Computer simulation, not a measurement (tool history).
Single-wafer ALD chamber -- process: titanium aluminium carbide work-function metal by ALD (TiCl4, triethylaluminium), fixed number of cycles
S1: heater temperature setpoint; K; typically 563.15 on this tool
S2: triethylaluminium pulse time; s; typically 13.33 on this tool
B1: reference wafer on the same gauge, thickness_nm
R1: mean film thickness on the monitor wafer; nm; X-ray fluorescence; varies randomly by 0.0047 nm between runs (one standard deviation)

run	hour	S1	S2	B1	R1
1	0.0	563.15	13.33	1.730	1.931
2	8.8	563.15	13.33	1.730	1.932
3	19.7	563.15	13.33	1.729	1.943
4	26.2	563.15	13.33	1.730	1.937
5	33.2	563.15	13.33	1.729	1.942
6	50.5	563.15	13.33	1.730	1.937
7	93.8	563.15	13.33	1.730	1.941
# hour 107.5: triethylaluminium bottle replaced
8	108.0	563.15	13.33	1.729	1.946
9	110.2	563.15	13.33	1.731	1.944
10	134.4	558.15	16.71	1.730	1.916
11	147.0	558.15	16.71	1.730	1.924
12	163.7	563.15	8.41	1.729	1.876
# hour 187.7: showerhead replaced
13	208.5	568.15	18.09	1.731	2.002
14	223.3	554.15	15.59	1.729	1.888
15	229.8	563.15	13.33	1.730	1.945
16	246.7	563.15	13.33	1.730	1.955
17	256.2	574.15	10.48	1.731	2.006
18	262.8	577.15	9.26	1.730	2.002
19	276.9	563.15	8.73	1.730	1.895
# hour 283.4: gauge calibrated
20	286.3	574.15	17.70	1.729	2.037
21	294.1	563.15	13.33	1.730	1.949
# hour 304.9: thermocouple changed; heater temperature recalibrated
22	310.8	563.15	13.33	1.729	1.886
23	364.2	558.15	9.20	1.730	1.821
24	375.5	563.15	13.33	1.729	1.892
25	382.1	572.15	18.60	1.730	1.977
26	389.3	578.15	15.56	1.729	2.024
27	399.3	550.15	9.94	1.729	1.774
28	414.8	550.15	17.40	1.730	1.814
29	421.3	573.15	15.70	1.729	1.988
30	439.1	572.15	9.31	1.730	1.925
31	462.2	563.15	13.33	1.729	1.901
32	477.9	563.15	13.33	1.730	1.906

Each run again, without the hidden state but with its own random variation kept:
The tool's hidden condition here consists of: wafer temperature above the value expected at the setpoint (K); triethylaluminium dose above that of a fresh bottle (%); gauge reads high (%).
run	R1
1	1.884
2	1.885
3	1.895
4	1.889
5	1.893
6	1.888
7	1.891
8	1.895
9	1.893
10	1.864
11	1.872
12	1.825
13	1.947
14	1.833
15	1.890
16	1.899
17	1.951
18	1.947
19	1.840
20	1.979
21	1.892
22	1.879
23	1.813
24	1.883
25	1.967
26	2.014
27	1.764
28	1.803
29	1.977
30	1.914
31	1.889
32	1.894

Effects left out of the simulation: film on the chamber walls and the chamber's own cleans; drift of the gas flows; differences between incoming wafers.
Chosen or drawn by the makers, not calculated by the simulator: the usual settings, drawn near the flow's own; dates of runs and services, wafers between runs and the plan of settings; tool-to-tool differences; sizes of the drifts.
